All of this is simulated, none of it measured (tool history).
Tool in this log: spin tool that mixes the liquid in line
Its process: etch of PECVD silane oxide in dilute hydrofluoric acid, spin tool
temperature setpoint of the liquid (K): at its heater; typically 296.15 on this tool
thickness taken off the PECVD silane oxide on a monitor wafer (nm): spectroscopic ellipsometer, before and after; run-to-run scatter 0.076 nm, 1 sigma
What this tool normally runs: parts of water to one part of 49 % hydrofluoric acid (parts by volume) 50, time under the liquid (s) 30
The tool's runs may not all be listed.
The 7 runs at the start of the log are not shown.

run,hour,temperature setpoint of the liquid (K),parts of water to one part of 49 % hydrofluoric acid (parts by volume),time under the liquid (s),wafers since the last listed run,hours since the thermometer was replaced,hours since the hydrofluoric acid flow meter was replaced,hours since the gauge calibration,"read-back film thickness of the PECVD silane oxide reference wafer, read on the same gauge (nm)",thickness taken off the PECVD silane oxide on a monitor wafer (nm)
8,484.4,296.15,65,35,1532,2188.6,1081.5,400.3,129.98,15.39
9,540.8,298.65,50,30,431,2245.0,1137.9,456.7,130.03,19.27
10,612.3,294.65,60,45,547,2316.5,1209.4,528.2,129.98,20.15
11,680.3,296.15,50,30,520,2384.5,1277.4,596.2,129.98,17.18
12,739.8,296.15,50,35,455,2444.0,1336.9,655.7,130.00,20.18
# hour 751.6: hydrofluoric acid flow meter replaced
13,809.7,296.15,50,30,527,2513.9,58.1,725.6,130.01,18.13
14,866.7,296.15,50,30,436,2570.9,115.1,782.6,130.00,18.03
15,912.9,292.15,35,45,353,2617.1,161.3,828.8,130.00,33.18
16,946.6,296.15,50,30,257,2650.8,195.0,862.5,130.00,18.04
17,991.7,291.65,60,30,345,2695.9,240.1,907.6,129.99,12.32
18,1021.4,296.15,75,30,227,2725.6,269.8,937.3,130.00,11.47

What will run 19 give?
19,1079.6,299.65,40,20,445,2783.8,328.0,995.5,?,?

Run 19 gave read-back film thickness of the PECVD silane oxide reference wafer, read on the same gauge (nm) 129.98, thickness taken off the PECVD silane oxide on a monitor wafer (nm) 17.47.
Were there no unlogged condition in the tool, this run, its random variation unchanged, would have produced thickness taken off the PECVD silane oxide on a monitor wafer (nm) 17.73.
